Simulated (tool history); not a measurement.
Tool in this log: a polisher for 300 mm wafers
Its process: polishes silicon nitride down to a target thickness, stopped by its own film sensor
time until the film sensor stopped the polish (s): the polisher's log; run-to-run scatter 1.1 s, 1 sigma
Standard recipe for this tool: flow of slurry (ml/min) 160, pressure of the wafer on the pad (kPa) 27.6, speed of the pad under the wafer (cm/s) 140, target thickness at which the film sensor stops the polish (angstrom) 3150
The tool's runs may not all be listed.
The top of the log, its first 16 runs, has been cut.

run,hour,flow of slurry (ml/min),pressure of the wafer on the pad (kPa),speed of the pad under the wafer (cm/s),target thickness at which the film sensor stops the polish (angstrom),"incoming thickness of the incoming film, nm",time until the film sensor stopped the polish (s)
17,196.7,160,27.6,140,3150,480.0,73.3
18,206.7,160,27.6,140,3150,478.4,73.1
19,213.3,105,27.6,128,3150,485.6,87.5
20,222.7,160,27.6,140,3150,479.6,73.0
21,236.0,160,27.6,140,3150,481.9,73.6
22,251.0,200,27.6,140,3150,478.6,70.3
23,268.6,160,27.6,140,3150,485.6,76.4
24,283.8,185,27.6,140,3150,478.2,70.9
# hour 289.3: worn pad replaced by a new one
25,295.9,160,23.4,140,3690,480.5,55.1
26,313.3,160,27.6,140,3460,490.7,64.2
27,323.1,160,27.6,152,3480,480.7,54.5
28,337.5,160,31.7,140,3530,478.9,50.3
29,349.8,130,22.8,120,2880,485.7,116.5
30,362.3,180,27.6,140,2720,481.5,91.8
# hour 367.8: slurry nozzle cleaned
31,370.3,200,24.1,140,3550,476.8,55.7
# hour 398.7: worn pad replaced by a new one
32,420.1,160,27.6,140,3150,478.3,72.5
33,432.8,160,27.6,164,3350,476.0,54.2
34,448.4,120,33.1,166,2880,481.5,68.4
35,458.9,195,33.8,140,3590,484.9,45.7
36,469.6,160,27.6,140,3150,480.4,74.7
37,477.2,160,27.6,140,3540,484.1,59.6
# hour 492.9: worn pad replaced by a new one
38,522.6,115,24.8,140,3150,485.0,87.1

Alternative continuations, all from the tool just after run 38; predict every row:
A,523.0,160,27.6,140,3150,481.5,?
B,523.0,200,34.5,174,3150,481.5,?
C,523.0,160,34.5,140,2790,481.5,?

run,time until the film sensor stopped the polish (s)
A,71.2
B,49.1
C,73.3
Without the tool's unlogged condition, the same runs would have read:
run,time until the film sensor stopped the polish (s)
A,71.2
B,49.1
C,73.3

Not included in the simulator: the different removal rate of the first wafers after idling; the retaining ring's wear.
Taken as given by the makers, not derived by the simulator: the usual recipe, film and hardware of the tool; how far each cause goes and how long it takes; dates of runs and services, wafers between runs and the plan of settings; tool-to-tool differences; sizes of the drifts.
